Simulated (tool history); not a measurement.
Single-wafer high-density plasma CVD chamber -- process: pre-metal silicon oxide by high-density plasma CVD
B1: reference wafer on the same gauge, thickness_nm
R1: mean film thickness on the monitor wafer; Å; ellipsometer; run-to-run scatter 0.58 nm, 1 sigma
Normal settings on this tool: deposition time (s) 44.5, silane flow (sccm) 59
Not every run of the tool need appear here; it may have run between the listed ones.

run 1 hour=0.0 | deposition_time_(s)=44.5 silane_flow_(sccm)=59 | B1=273.077 | R1=2416.34
run 2 hour=18.4 | deposition_time_(s)=44.5 silane_flow_(sccm)=59 | B1=272.752 | R1=2407.46
run 3 hour=44.2 | deposition_time_(s)=44.5 silane_flow_(sccm)=59 | B1=272.751 | R1=2404.67
run 4 hour=79.8 | deposition_time_(s)=44.5 silane_flow_(sccm)=59 | B1=273.119 | R1=2411.21
run 5 hour=106.4 | deposition_time_(s)=44.5 silane_flow_(sccm)=59 | B1=272.689 | R1=2402.45
run 6 hour=137.6 | deposition_time_(s)=44.5 silane_flow_(sccm)=59 | B1=273.215 | R1=2411.54
run 7 hour=167.8 | deposition_time_(s)=44.5 silane_flow_(sccm)=59 | B1=272.945 | R1=2408.95
run 8 hour=188.8 | deposition_time_(s)=44.5 silane_flow_(sccm)=59 | B1=273.027 | R1=2410.56
run 9 hour=213.2 | deposition_time_(s)=44.5 silane_flow_(sccm)=59 | B1=273.244 | R1=2413.62
run 10 hour=236.9 | deposition_time_(s)=44.5 silane_flow_(sccm)=59 | B1=272.873 | R1=2420.67
run 11 hour=259.9 | deposition_time_(s)=44.5 silane_flow_(sccm)=59 | B1=272.955 | R1=2410.74
run 12 hour=276.4 | deposition_time_(s)=44.5 silane_flow_(sccm)=59 | B1=272.716 | R1=2412.40
run 13 hour=382.0 | deposition_time_(s)=44.5 silane_flow_(sccm)=59 | B1=272.923 | R1=2412.68
-- hour=389.6 gauge calibrated
run 14 hour=404.0 | deposition_time_(s)=44.5 silane_flow_(sccm)=59 | B1=273.298 | R1=2413.56
run 15 hour=428.9 | deposition_time_(s)=51.1 silane_flow_(sccm)=59 | B1=272.979 | R1=2782.92
run 16 hour=459.1 | deposition_time_(s)=51.1 silane_flow_(sccm)=59 | B1=272.811 | R1=2770.46
run 17 hour=485.0 | deposition_time_(s)=51.1 silane_flow_(sccm)=59 | B1=273.040 | R1=2776.28
run 18 hour=508.9 | deposition_time_(s)=49.4 silane_flow_(sccm)=55 | B1=273.055 | R1=2494.51
run 19 hour=565.2 | deposition_time_(s)=44.5 silane_flow_(sccm)=62 | B1=272.801 | R1=2533.36
-- hour=588.4 silane flow controller replaced
run 20 hour=588.9 | deposition_time_(s)=44.5 silane_flow_(sccm)=50 | B1=272.817 | R1=2052.85
run 21 hour=601.3 | deposition_time_(s)=37.9 silane_flow_(sccm)=68 | B1=272.811 | R1=2365.84
run 22 hour=623.0 | deposition_time_(s)=38.8 silane_flow_(sccm)=59 | B1=272.955 | R1=2099.92
run 23 hour=638.7 | deposition_time_(s)=49.6 silane_flow_(sccm)=69 | B1=273.259 | R1=3137.74
run 24 hour=663.3 | deposition_time_(s)=44.5 silane_flow_(sccm)=59 | B1=272.896 | R1=2414.27
run 25 hour=683.8 | deposition_time_(s)=44.5 silane_flow_(sccm)=67 | B1=272.906 | R1=2746.62
run 26 hour=706.2 | deposition_time_(s)=51.4 silane_flow_(sccm)=53 | B1=272.816 | R1=2504.87
run 27 hour=719.1 | deposition_time_(s)=38.6 silane_flow_(sccm)=54 | B1=272.844 | R1=1911.12
run 28 hour=753.6 | deposition_time_(s)=49.4 silane_flow_(sccm)=47 | B1=272.977 | R1=2136.19
run 29 hour=775.5 | deposition_time_(s)=44.5 silane_flow_(sccm)=59 | B1=273.468 | R1=2399.57
run 30 hour=792.7 | deposition_time_(s)=49.2 silane_flow_(sccm)=70 | B1=272.951 | R1=3166.60
run 31 hour=818.1 | deposition_time_(s)=44.5 silane_flow_(sccm)=68 | B1=272.530 | R1=2784.80
run 32 hour=839.8 | deposition_time_(s)=44.5 silane_flow_(sccm)=59 | B1=273.193 | R1=2410.98
run 33 hour=865.0 | deposition_time_(s)=48.1 silane_flow_(sccm)=49 | B1=272.886 | R1=2164.38
run 34 hour=891.8 | deposition_time_(s)=49.4 silane_flow_(sccm)=47 | B1=273.079 | R1=2131.05
run 35 hour=916.3 | deposition_time_(s)=37.7 silane_flow_(sccm)=53 | B1=272.852 | R1=1837.54

Alternative continuations, all from the tool just after run 35; predict every row:
run A hour=916.7 | deposition_time_(s)=44.5 silane_flow_(sccm)=59 | B1=? | R1=?
run B hour=916.7 | deposition_time_(s)=50.8 silane_flow_(sccm)=69 | B1=? | R1=?
run C hour=916.7 | deposition_time_(s)=47.7 silane_flow_(sccm)=68 | B1=? | R1=?

run=A B1=273.261 R1=2409.80
run=B B1=273.261 R1=3217.23
run=C B1=273.261 R1=2977.12
Without the tool's unlogged condition, the same runs would have read:
run=A R1=2409.80
run=B R1=3217.23
run=C R1=2977.12
